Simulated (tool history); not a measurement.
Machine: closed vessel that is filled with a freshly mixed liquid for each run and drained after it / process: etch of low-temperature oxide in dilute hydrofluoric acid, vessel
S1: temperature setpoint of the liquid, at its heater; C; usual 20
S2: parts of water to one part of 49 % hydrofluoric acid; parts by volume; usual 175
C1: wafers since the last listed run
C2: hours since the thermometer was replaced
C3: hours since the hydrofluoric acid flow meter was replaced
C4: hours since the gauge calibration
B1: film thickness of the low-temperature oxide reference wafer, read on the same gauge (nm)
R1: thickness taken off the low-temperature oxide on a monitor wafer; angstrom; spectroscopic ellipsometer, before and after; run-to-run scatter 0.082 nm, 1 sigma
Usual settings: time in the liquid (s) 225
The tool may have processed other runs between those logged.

{"run": 1, "day": 0.0, "S1": 20, "S2": 200, "time in the liquid (s)": 225, "C1": 0, "C2": 1268.3, "C3": 1791.6, "C4": 211.9, "B1": 140, "R1": 109.5}
{"run": 2, "day": 0.938, "S1": 20, "S2": 200, "time in the liquid (s)": 225, "C1": 1685, "C2": 1290.8, "C3": 1814.1, "C4": 234.4, "B1": 139.98, "R1": 111.2}
{"run": 3, "day": 1.442, "S1": 20, "S2": 145, "time in the liquid (s)": 225, "C1": 906, "C2": 1302.9, "C3": 1826.2, "C4": 246.5, "B1": 139.98, "R1": 159.4}
{"run": 4, "day": 2.1, "S1": 20, "S2": 145, "time in the liquid (s)": 225, "C1": 1183, "C2": 1318.7, "C3": 1842, "C4": 262.3, "B1": 140.03, "R1": 161.7}
{"run": 5, "day": 2.454, "S1": 20, "S2": 175, "time in the liquid (s)": 225, "C1": 636, "C2": 1327.2, "C3": 1850.5, "C4": 270.8, "B1": 140.01, "R1": 129.5}
{"run": 6, "day": 3.054, "S1": 20, "S2": 175, "time in the liquid (s)": 225, "C1": 1078, "C2": 1341.6, "C3": 1864.9, "C4": 285.2, "B1": 140.01, "R1": 129}
{"run": 7, "day": 3.779, "S1": 20, "S2": 175, "time in the liquid (s)": 225, "C1": 1303, "C2": 1359, "C3": 1882.3, "C4": 302.6, "B1": 140, "R1": 129.4}
{"run": 8, "day": 4.5, "S1": 17.5, "S2": 155, "time in the liquid (s)": 225, "C1": 1295, "C2": 1376.3, "C3": 1899.6, "C4": 319.9, "B1": 140, "R1": 135.5}
{"run": 9, "day": 5.158, "S1": 17.5, "S2": 155, "time in the liquid (s)": 225, "C1": 1183, "C2": 1392.1, "C3": 1915.4, "C4": 335.7, "B1": 139.99, "R1": 135.3}
{"run": 10, "day": 5.8, "S1": 20, "S2": 175, "time in the liquid (s)": 295, "C1": 1153, "C2": 1407.5, "C3": 1930.8, "C4": 351.1, "B1": 140.01, "R1": 170.5}
{"run": 11, "day": 6.121, "S1": 20, "S2": 175, "time in the liquid (s)": 295, "C1": 576, "C2": 1415.2, "C3": 1938.5, "C4": 358.8, "B1": 140, "R1": 168.5}
{"run": 12, "day": 6.958, "S1": 20, "S2": 175, "time in the liquid (s)": 295, "C1": 1505, "C2": 1435.3, "C3": 1958.6, "C4": 378.9, "B1": 139.98, "R1": 169.9}
{"run": 13, "day": 7.629, "S1": 20, "S2": 175, "time in the liquid (s)": 225, "C1": 1205, "C2": 1451.4, "C3": 1974.7, "C4": 395, "B1": 139.96, "R1": 127.5}
{"run": 14, "day": 7.925, "S1": 20, "S2": 175, "time in the liquid (s)": 225, "C1": 531, "C2": 1458.5, "C3": 1981.8, "C4": 402.1, "B1": 140.02, "R1": 128.1}
{"run": 15, "day": 8.267, "S1": 20, "S2": 175, "time in the liquid (s)": 225, "C1": 614, "C2": 1466.7, "C3": 1990, "C4": 410.3, "B1": 140, "R1": 127.2}
{"run": 16, "day": 8.717, "S1": 17, "S2": 105, "time in the liquid (s)": 310, "C1": 808, "C2": 1477.5, "C3": 2000.8, "C4": 421.1, "B1": 139.98, "R1": 282.7}
{"run": 17, "day": 9.071, "S1": 20, "S2": 90, "time in the liquid (s)": 225, "C1": 636, "C2": 1486, "C3": 2009.3, "C4": 429.6, "B1": 139.99, "R1": 273.6}
{"run": 18, "day": 9.779, "S1": 20, "S2": 175, "time in the liquid (s)": 225, "C1": 1273, "C2": 1503, "C3": 2026.3, "C4": 446.6, "B1": 139.97, "R1": 129.1}
{"day": 9.946, "done": "thermometer replaced"}
{"day": 10.271, "done": "gauge calibrated"}
{"run": 19, "day": 10.433, "S1": 20, "S2": 175, "time in the liquid (s)": 130, "C1": 1100, "C2": 11.7, "C3": 2042, "C4": 3.9, "B1": 140, "R1": 73.7}
{"day": 10.988, "done": "hydrofluoric acid flow meter replaced"}
{"run": 20, "day": 11.154, "S1": 20, "S2": 175, "time in the liquid (s)": 225, "C1": 1220, "C2": 29, "C3": 4, "C4": 21.2, "B1": 140.04, "R1": 143.8}
{"run": 21, "day": 11.562, "S1": 17.5, "S2": 135, "time in the liquid (s)": 100, "C1": 733, "C2": 38.8, "C3": 13.8, "C4": 31, "B1": 139.99, "R1": 78.8}
{"run": 22, "day": 11.971, "S1": 17, "S2": 235, "time in the liquid (s)": 135, "C1": 733, "C2": 48.6, "C3": 23.6, "C4": 40.8, "B1": 140, "R1": 53.9}
{"run": 23, "day": 12.458, "S1": 20, "S2": 135, "time in the liquid (s)": 295, "C1": 876, "C2": 60.3, "C3": 35.3, "C4": 52.5, "B1": 139.97, "R1": 255.5}
{"run": 24, "day": 13.079, "S1": 17.5, "S2": 175, "time in the liquid (s)": 100, "C1": 1115, "C2": 75.2, "C3": 50.2, "C4": 67.4, "B1": 139.97, "R1": 58}
{"run": 25, "day": 13.488, "S1": 20, "S2": 175, "time in the liquid (s)": 225, "C1": 733, "C2": 85, "C3": 60, "C4": 77.2, "B1": 140, "R1": 144.2}
{"run": 26, "day": 14.008, "S1": 20, "S2": 175, "time in the liquid (s)": 225, "C1": 936, "C2": 97.5, "C3": 72.5, "C4": 89.7, "B1": 140.04, "R1": 145.6}
{"run": 27, "day": 14.742, "S1": 20, "S2": 215, "time in the liquid (s)": 225, "C1": 1318, "C2": 115.1, "C3": 90.1, "C4": 107.3, "B1": 139.99, "R1": 112.5}
{"run": 28, "day": 15.388, "S1": 17.5, "S2": 175, "time in the liquid (s)": 295, "C1": 1160, "C2": 130.6, "C3": 105.6, "C4": 122.8, "B1": 139.98, "R1": 170.9}
{"run": 29, "day": 15.762, "S1": 20, "S2": 175, "time in the liquid (s)": 225, "C1": 674, "C2": 139.6, "C3": 114.6, "C4": 131.8, "B1": 140.02, "R1": 143.9}
{"run": 30, "day": 16.104, "S1": 17, "S2": 175, "time in the liquid (s)": 225, "C1": 614, "C2": 147.8, "C3": 122.8, "C4": 140, "B1": 139.98, "R1": 128.5}
{"run": 31, "day": 16.808, "S1": 21.5, "S2": 175, "time in the liquid (s)": 95, "C1": 1265, "C2": 164.7, "C3": 139.7, "C4": 156.9, "B1": 139.96, "R1": 63.7}

Pick out some run-to-run changes in R1. Of each, how much would a tool without hidden state show as well, from the settings, what came in and chance, and how much is left for the hidden state and any gauge scatter not in both results compared?
The hidden state here: liquid hotter than its thermometer reads (K); hydrofluoric acid flow below the setpoint (%); gauge reads high (%).
Run 15 -> 16: S1 20 -> 17, S2 175 -> 105, time in the liquid (s) 225 -> 310. R1 +155.5 angstrom: hidden state -20.7, all else +176.2.
Run 17 -> 18: S2 90 -> 175. R1 -144.5 angstrom: hidden state +18.6, all else -163.1.
Run 19 -> 20: time in the liquid (s) 130 -> 225, hydrofluoric acid flow meter replaced. R1 +70.1 angstrom: hidden state +8.4, all else +61.7.
Run 22 -> 23: S1 17 -> 20, S2 235 -> 135, time in the liquid (s) 135 -> 295. R1 +201.6 angstrom: hidden state -4.2, all else +205.8.
Run 23 -> 24: S1 20 -> 17.5, S2 135 -> 175, time in the liquid (s) 295 -> 100. R1 -197.5 angstrom: hidden state +4.1, all else -201.6.
